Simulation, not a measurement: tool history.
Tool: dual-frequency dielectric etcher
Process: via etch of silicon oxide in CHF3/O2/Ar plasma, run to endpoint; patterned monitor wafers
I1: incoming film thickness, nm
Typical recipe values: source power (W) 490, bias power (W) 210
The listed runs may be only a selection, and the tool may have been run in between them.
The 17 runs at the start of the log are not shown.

{"run": 18, "hour": 996.0, "source power (W)": 490, "bias power (W)": 191, "I1": 499.0, "endpoint time (s)": 274.7}
{"run": 19, "hour": 1053.6, "source power (W)": 490, "bias power (W)": 210, "I1": 508.1, "endpoint time (s)": 274.7}
{"hour": 1086.9, "done": "source power generator calibrated"}
{"run": 20, "hour": 1093.0, "source power (W)": 490, "bias power (W)": 181, "I1": 500.2, "endpoint time (s)": 285.3}
{"run": 21, "hour": 1132.0, "source power (W)": 390, "bias power (W)": 171, "I1": 500.6, "endpoint time (s)": 316.8}
{"run": 22, "hour": 1188.4, "source power (W)": 530, "bias power (W)": 247, "I1": 503.5, "endpoint time (s)": 257.3}
{"run": 23, "hour": 1247.1, "source power (W)": 490, "bias power (W)": 179, "I1": 507.5, "endpoint time (s)": 291.3}
{"run": 24, "hour": 1283.3, "source power (W)": 490, "bias power (W)": 172, "I1": 501.0, "endpoint time (s)": 288.8}
{"run": 25, "hour": 1334.9, "source power (W)": 550, "bias power (W)": 210, "I1": 502.8, "endpoint time (s)": 270.1}
{"run": 26, "hour": 1378.0, "source power (W)": 570, "bias power (W)": 235, "I1": 496.2, "endpoint time (s)": 258.2}
{"hour": 1413.3, "done": "wet clean of the chamber"}
{"run": 27, "hour": 1413.8, "source power (W)": 490, "bias power (W)": 210, "I1": 495.5, "endpoint time (s)": 268.0}
{"run": 28, "hour": 1442.8, "source power (W)": 490, "bias power (W)": 210, "I1": 501.2, "endpoint time (s)": 267.0}
{"run": 29, "hour": 1470.6, "source power (W)": 550, "bias power (W)": 224, "I1": 503.8, "endpoint time (s)": 258.2}
{"run": 30, "hour": 1538.2, "source power (W)": 410, "bias power (W)": 210, "I1": 501.1, "endpoint time (s)": 299.4}
{"run": 31, "hour": 1591.8, "source power (W)": 570, "bias power (W)": 240, "I1": 502.4, "endpoint time (s)": 252.3}
{"run": 32, "hour": 1621.2, "source power (W)": 490, "bias power (W)": 231, "I1": 502.5, "endpoint time (s)": 273.4}
{"run": 33, "hour": 1655.1, "source power (W)": 530, "bias power (W)": 210, "I1": 506.0, "endpoint time (s)": 275.6}
{"run": 34, "hour": 1708.5, "source power (W)": 490, "bias power (W)": 210, "I1": 498.8, "endpoint time (s)": 272.7}

Forecast each of these 5 alternatives for the next run:
{"run": "A", "hour": 1709.0, "source power (W)": 420, "bias power (W)": 210, "I1": 499.2, "endpoint time (s)": "?"}
{"run": "B", "hour": 1709.0, "source power (W)": 400, "bias power (W)": 192, "I1": 499.2, "endpoint time (s)": "?"}
{"run": "C", "hour": 1709.0, "source power (W)": 560, "bias power (W)": 259, "I1": 499.2, "endpoint time (s)": "?"}
{"run": "D", "hour": 1709.0, "source power (W)": 370, "bias power (W)": 257, "I1": 499.2, "endpoint time (s)": "?"}
{"run": "E", "hour": 1709.0, "source power (W)": 400, "bias power (W)": 245, "I1": 499.2, "endpoint time (s)": "?"}

run=A endpoint_time_(s)=294.8
run=B endpoint_time_(s)=306.5
run=C endpoint_time_(s)=250.3
run=D endpoint_time_(s)=296.9
run=E endpoint_time_(s)=290.7
With the hidden condition removed and each run's random variation left untouched, the same runs would have given:
run=A endpoint_time_(s)=287.2
run=B endpoint_time_(s)=298.5
run=C endpoint_time_(s)=243.8
run=D endpoint_time_(s)=289.2
run=E endpoint_time_(s)=283.2
